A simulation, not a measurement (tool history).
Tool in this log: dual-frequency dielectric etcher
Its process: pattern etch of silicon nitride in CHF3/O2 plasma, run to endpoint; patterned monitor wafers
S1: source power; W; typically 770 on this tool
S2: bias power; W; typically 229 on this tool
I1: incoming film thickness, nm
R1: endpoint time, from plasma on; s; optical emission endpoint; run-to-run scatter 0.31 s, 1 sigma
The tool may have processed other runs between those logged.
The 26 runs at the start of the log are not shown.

Run 27, hour 317: usual settings but S2 189 W; I1 59.2. Result: R1 38.1 s.
Run 28, hour 333: usual settings but S1 710 W; I1 59.6. Result: R1 36.3 s.
Run 29, hour 348.7: usual settings; I1 59.8. Result: R1 36.2 s.
Run 30, hour 364.9: usual settings; I1 59.9. Result: R1 36.2 s.
Run 31, hour 380.5: usual settings but S1 590 W, S2 263 W; I1 59.3. Result: R1 37.5 s.
Run 32, hour 398.4: usual settings but S1 880 W; I1 59.8. Result: R1 33.6 s.
Run 33, hour 415: usual settings but S1 940 W, S2 246 W; I1 59.4. Result: R1 31.7 s.
Run 34, hour 427.4: usual settings but S1 860 W, S2 257 W; I1 60.1. Result: R1 33.1 s.
Run 35, hour 444.1: usual settings but S1 590 W, S2 250 W; I1 59.4. Result: R1 39 s.
Run 36, hour 458.9: usual settings but S1 840 W, S2 279 W; I1 59.7. Result: R1 32.1 s.

Below are 3 alternative next runs, each starting from the tool's condition after run 36. Predict each:
Run A, hour 459.3: usual settings but S1 840 W; I1 59.6. Result: R1 ?.
Run B, hour 459.3: usual settings but S1 680 W, S2 177 W; I1 59.6. Result: R1 ?.
Run C, hour 459.3: usual settings but S1 600 W, S2 197 W; I1 59.6. Result: R1 ?.

run    R1
  A  34.9
  B  42.8
  C    43
Take away the tool's hidden state, keep each run's random variation, and the runs would have read:
run    R1
  A  33.5
  B  41.2
  C  41.4

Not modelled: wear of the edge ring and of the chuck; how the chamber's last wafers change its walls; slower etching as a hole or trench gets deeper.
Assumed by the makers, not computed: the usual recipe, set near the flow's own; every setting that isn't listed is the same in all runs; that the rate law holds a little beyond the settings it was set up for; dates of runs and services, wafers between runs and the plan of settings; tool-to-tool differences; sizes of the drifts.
